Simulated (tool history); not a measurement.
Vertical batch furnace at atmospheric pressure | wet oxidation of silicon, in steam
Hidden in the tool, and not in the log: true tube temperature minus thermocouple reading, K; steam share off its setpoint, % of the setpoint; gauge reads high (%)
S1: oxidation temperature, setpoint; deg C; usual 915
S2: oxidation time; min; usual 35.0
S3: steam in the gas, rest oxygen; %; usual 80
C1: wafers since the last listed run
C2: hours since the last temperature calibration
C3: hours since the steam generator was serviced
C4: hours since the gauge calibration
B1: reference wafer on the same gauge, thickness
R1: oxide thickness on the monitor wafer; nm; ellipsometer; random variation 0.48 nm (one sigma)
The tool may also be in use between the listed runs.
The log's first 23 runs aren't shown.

run 24 hour=650.9 | S1=929 S2=35.0 S3=80 | C1=312 C2=192.4 C3=535.7 C4=451.4 | B1=172.93 | R1=185.40
run 25 hour=683.7 | S1=905 S2=43.5 S3=87 | C1=399 C2=225.2 C3=568.5 C4=484.2 | B1=172.81 | R1=184.59
run 26 hour=711.6 | S1=915 S2=35.0 S3=86 | C1=340 C2=253.1 C3=596.4 C4=512.1 | B1=173.11 | R1=170.47
run 27 hour=740.8 | S1=915 S2=20.0 S3=75 | C1=356 C2=282.3 C3=625.6 C4=541.3 | B1=172.97 | R1=98.86
run 28 hour=754.7 | S1=915 S2=35.0 S3=70 | C1=169 C2=296.2 C3=639.5 C4=555.2 | B1=173.13 | R1=146.48
run 29 hour=783.3 | S1=931 S2=26.5 S3=80 | C1=348 C2=324.8 C3=668.1 C4=583.8 | B1=173.01 | R1=152.98
run 30 hour=824.2 | S1=915 S2=51.0 S3=68 | C1=498 C2=365.7 C3=709.0 C4=624.7 | B1=172.93 | R1=193.09
run 31 hour=846.2 | S1=924 S2=24.0 S3=80 | C1=268 C2=387.7 C3=731.0 C4=646.7 | B1=172.99 | R1=132.64
run 32 hour=859.9 | S1=906 S2=35.0 S3=74 | C1=167 C2=401.4 C3=744.7 C4=660.4 | B1=172.90 | R1=139.99
run 33 hour=872.4 | S1=915 S2=35.0 S3=80 | C1=152 C2=413.9 C3=757.2 C4=672.9 | B1=173.04 | R1=163.94
run 34 hour=885.7 | S1=915 S2=35.0 S3=69 | C1=162 C2=427.2 C3=770.5 C4=686.2 | B1=173.18 | R1=146.04
run 35 hour=898.5 | S1=915 S2=47.0 S3=84 | C1=156 C2=440.0 C3=783.3 C4=699.0 | B1=172.95 | R1=213.62
run 36 hour=918.0 | S1=915 S2=35.0 S3=80 | C1=237 C2=459.5 C3=802.8 C4=718.5 | B1=172.93 | R1=162.98
run 37 hour=937.8 | S1=901 S2=35.0 S3=74 | C1=241 C2=479.3 C3=822.6 C4=738.3 | B1=172.97 | R1=132.35

Forecast each of these 5 alternatives for the next run:
run A hour=942.1 | S1=915 S2=35.0 S3=80 | C1=52 C2=483.6 C3=826.9 C4=742.6 | B1=? | R1=?
run B hour=942.1 | S1=929 S2=35.0 S3=90 | C1=52 C2=483.6 C3=826.9 C4=742.6 | B1=? | R1=?
run C hour=942.1 | S1=915 S2=35.0 S3=90 | C1=52 C2=483.6 C3=826.9 C4=742.6 | B1=? | R1=?
run D hour=942.1 | S1=894 S2=27.0 S3=86 | C1=52 C2=483.6 C3=826.9 C4=742.6 | B1=? | R1=?
run E hour=942.1 | S1=908 S2=18.0 S3=76 | C1=52 C2=483.6 C3=826.9 C4=742.6 | B1=? | R1=?

run=A B1=173.09 R1=163.38
run=B B1=173.09 R1=203.99
run=C B1=173.09 R1=179.09
run=D B1=173.09 R1=110.67
run=E B1=173.09 R1=85.80
Without the tool's hidden state the same runs would have given:
run=A R1=159.14
run=B R1=199.30
run=C R1=174.52
run=D R1=107.01
run=E R1=83.28
